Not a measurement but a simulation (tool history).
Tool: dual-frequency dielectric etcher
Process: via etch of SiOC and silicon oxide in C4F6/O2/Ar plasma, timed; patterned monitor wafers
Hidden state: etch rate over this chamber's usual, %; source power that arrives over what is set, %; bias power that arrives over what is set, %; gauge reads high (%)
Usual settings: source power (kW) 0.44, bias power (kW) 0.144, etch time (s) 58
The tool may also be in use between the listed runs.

run	hour	source power (kW)	bias power (kW)	etch time (s)	wafers since the last listed run	hours since the last wet clean	hours since the last source power generator calibration	hours since the last bias power generator calibration	hours since the last upper electrode change	hours since the gauge calibration	read-back reference wafer on the same gauge, depth_nm	mean etch depth across the wafer (nm)
1	0	0.44	0.163	58	0	378.8	1694.4	1567.8	4962.7	35.6	57.1	63.3
2	8	0.35	0.144	58	106	386.8	1702.4	1575.8	4970.7	43.6	57.1	53.7
3	22.7	0.35	0.144	58	195	401.5	1717.1	1590.5	4985.4	58.3	57.2	53.8
4	32.9	0.35	0.144	58	135	411.7	1727.3	1600.7	4995.6	68.5	57.1	53.7
# hour 73: wet clean of the chamber
5	73.5	0.44	0.126	58	221	0.5	1767.9	1641.3	5036.2	109.1	57	61.3
6	73.8	0.44	0.126	58	3	0.8	1768.2	1641.6	5036.5	109.4	57.1	62
7	74.2	0.44	0.126	58	5	1.2	1768.6	1642	5036.9	109.8	57.1	61.4
8	79.3	0.54	0.168	40.5	67	6.3	1773.7	1647.1	5042	114.9	57.2	52.2
# hour 94.2: gauge calibrated
# hour 104.4: bias power generator calibrated
# hour 108.5: source power generator calibrated
# hour 114.8: upper electrode replaced
9	115.3	0.44	0.144	58	289	42.3	6.8	10.9	0.5	21.1	57	64
10	115.6	0.39	0.144	58	3	42.6	7.1	11.2	0.8	21.4	57.1	60
11	116	0.44	0.144	58	5	43	7.5	11.6	1.2	21.8	57.1	64.1
12	120.5	0.4	0.144	58	59	47.5	12	16.1	5.7	26.3	57.1	60.6
13	128.5	0.44	0.144	58	106	55.5	20	24.1	13.7	34.3	57	64
14	139.5	0.44	0.119	64	146	66.5	31	35.1	24.7	45.3	57.1	65.9
15	153.9	0.44	0.144	41.5	191	80.9	45.4	49.5	39.1	59.7	57.1	45.8

How the hidden state differs across the entries between the runs, from the last listed run before each to the first after it:
Between runs 4 and 5: wet clean of the chamber (hour 73)
  etch rate over this chamber's usual, %: -5.66 -> 0.874
  measured less the result without the state, mean etch depth across the wafer (nm): -3.2 -> +0.6
Between runs 8 and 9: gauge calibrated (hour 94.2); bias power generator calibrated (hour 104.4); source power generator calibrated (hour 108.5); upper electrode replaced (hour 114.8)
  etch rate over this chamber's usual, %: 0.799 -> 0.334
  measured less the result without the state, mean etch depth across the wafer (nm): +0.4 -> +0.2
